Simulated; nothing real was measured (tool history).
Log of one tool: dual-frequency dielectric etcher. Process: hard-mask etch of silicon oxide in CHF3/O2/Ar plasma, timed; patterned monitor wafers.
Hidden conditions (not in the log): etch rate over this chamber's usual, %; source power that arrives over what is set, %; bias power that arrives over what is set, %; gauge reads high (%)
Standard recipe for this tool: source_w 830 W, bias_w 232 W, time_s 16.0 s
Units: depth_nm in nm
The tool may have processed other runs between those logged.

| run | hour | source_w | bias_w | time_s | wafers since the last listed run | hours since the last wet clean | hours since the last source power generator calibration | hours since the last bias power generator calibration | hours since the last upper electrode change | hours since the gauge calibration | read-back reference wafer on the same gauge, depth_nm | depth_nm |
|---|---|---|---|---|---|---|---|---|---|---|---|---|
| 1 | 0.0 | 910 | 232 | 20.0 | 0 | 80.8 | 1475.7 | 2079.1 | 1799.6 | 440.8 | 45.79 | 50.48 |
| 2 | 59.4 | 910 | 232 | 20.0 | 954 | 140.2 | 1535.1 | 2138.5 | 1859.0 | 500.2 | 45.76 | 50.76 |
| 3 | 130.4 | 910 | 232 | 20.0 | 1140 | 211.2 | 1606.1 | 2209.5 | 1930.0 | 571.2 | 45.85 | 51.00 |
| 4 | 163.7 | 1000 | 232 | 16.0 | 535 | 244.5 | 1639.4 | 2242.8 | 1963.3 | 604.5 | 45.80 | 42.01 |
| 5 | 225.2 | 830 | 232 | 16.0 | 988 | 306.0 | 1700.9 | 2304.3 | 2024.8 | 666.0 | 45.84 | 39.24 |
| 6 | 274.2 | 830 | 232 | 16.0 | 787 | 355.0 | 1749.9 | 2353.3 | 2073.8 | 715.0 | 45.78 | 39.40 |
| 7 | 329.3 | 830 | 232 | 16.0 | 885 | 410.1 | 1805.0 | 2408.4 | 2128.9 | 770.1 | 45.81 | 39.35 |
| 8 | 383.6 | 830 | 232 | 16.0 | 872 | 464.4 | 1859.3 | 2462.7 | 2183.2 | 824.4 | 45.82 | 39.43 |
| 9 | 421.2 | 830 | 232 | 16.0 | 604 | 502.0 | 1896.9 | 2500.3 | 2220.8 | 862.0 | 45.79 | 39.70 |
|  | 429.3 | source power generator calibrated |
| 10 | 477.7 | 830 | 232 | 16.0 | 843 | 558.5 | 48.4 | 2556.8 | 2277.3 | 918.5 | 45.82 | 38.11 |
| 11 | 511.5 | 960 | 232 | 16.0 | 543 | 592.3 | 82.2 | 2590.6 | 2311.1 | 952.3 | 45.81 | 39.94 |
|  | 516.4 | bias power generator calibrated |
|  | 561.3 | wet clean of the chamber |
| 12 | 561.8 | 830 | 232 | 16.0 | 358 | 0.5 | 132.5 | 45.4 | 2361.4 | 1002.6 | 45.82 | 38.03 |
| 13 | 587.1 | 830 | 232 | 16.0 | 406 | 25.8 | 157.8 | 70.7 | 2386.7 | 1027.9 | 45.79 | 37.90 |
| 14 | 631.1 | 830 | 232 | 16.0 | 707 | 69.8 | 201.8 | 114.7 | 2430.7 | 1071.9 | 45.84 | 38.09 |
|  | 646.3 | source power generator calibrated, repeated, since the last time left the tool worse |
| 15 | 700.9 | 830 | 232 | 13.5 | 1057 | 139.6 | 54.6 | 184.5 | 2500.5 | 1141.7 | 45.81 | 32.91 |
| 16 | 738.3 | 830 | 232 | 16.0 | 601 | 177.0 | 92.0 | 221.9 | 2537.9 | 1179.1 | 45.81 | 39.00 |
| 17 | 770.9 | 710 | 289 | 13.0 | 523 | 209.6 | 124.6 | 254.5 | 2570.5 | 1211.7 | 45.80 | 32.44 |
|  | 783.1 | gauge calibrated |
|  | 813.8 | upper electrode replaced |
| 18 | 814.3 | 960 | 287 | 19.5 | 311 | 253.0 | 168.0 | 297.9 | 0.5 | 31.2 | 45.81 | 53.86 |
| 19 | 852.4 | 830 | 276 | 20.0 | 612 | 291.1 | 206.1 | 336.0 | 38.6 | 69.3 | 45.79 | 51.59 |
| 20 | 914.6 | 830 | 232 | 16.0 | 999 | 353.3 | 268.3 | 398.2 | 100.8 | 131.5 | 45.79 | 38.93 |
| 21 | 944.5 | 830 | 232 | 16.0 | 480 | 383.2 | 298.2 | 428.1 | 130.7 | 161.4 | 45.84 | 38.88 |
| 22 | 990.0 | 830 | 203 | 16.0 | 731 | 428.7 | 343.7 | 473.6 | 176.2 | 206.9 | 45.82 | 37.18 |
| 23 | 1026.3 | 830 | 232 | 16.0 | 583 | 465.0 | 380.0 | 509.9 | 212.5 | 243.2 | 45.78 | 39.12 |
| 24 | 1059.6 | 830 | 232 | 16.0 | 535 | 498.3 | 413.3 | 543.2 | 245.8 | 276.5 | 45.78 | 39.22 |
| 25 | 1105.1 | 830 | 179 | 18.5 | 731 | 543.8 | 458.8 | 588.7 | 291.3 | 322.0 | 45.81 | 41.21 |
| 26 | 1133.9 | 720 | 252 | 13.5 | 462 | 572.6 | 487.6 | 617.5 | 320.1 | 350.8 | 45.79 | 32.16 |
| 27 | 1197.5 | 830 | 186 | 20.5 | 1022 | 636.2 | 551.2 | 681.1 | 383.7 | 414.4 | 45.80 | 46.42 |

Measured minus without-hidden-state, run by run (identical run-to-run variation in each term; gauge scatter may differ):
| run | depth_nm |
|---|---|
| 1 | +0.37 |
| 2 | +0.41 |
| 3 | +0.45 |
| 4 | +0.39 |
| 5 | +0.39 |
| 6 | +0.42 |
| 7 | +0.45 |
| 8 | +0.49 |
| 9 | +0.51 |
| 10 | -0.93 |
| 11 | -0.98 |
| 12 | -0.93 |
| 13 | -0.92 |
| 14 | -0.92 |
| 15 | +0.04 |
| 16 | +0.05 |
| 17 | +0.03 |
| 18 | +0.06 |
| 19 | +0.06 |
| 20 | +0.05 |
| 21 | +0.05 |
| 22 | +0.06 |
| 23 | +0.06 |
| 24 | +0.07 |
| 25 | +0.08 |
| 26 | +0.06 |
| 27 | +0.11 |
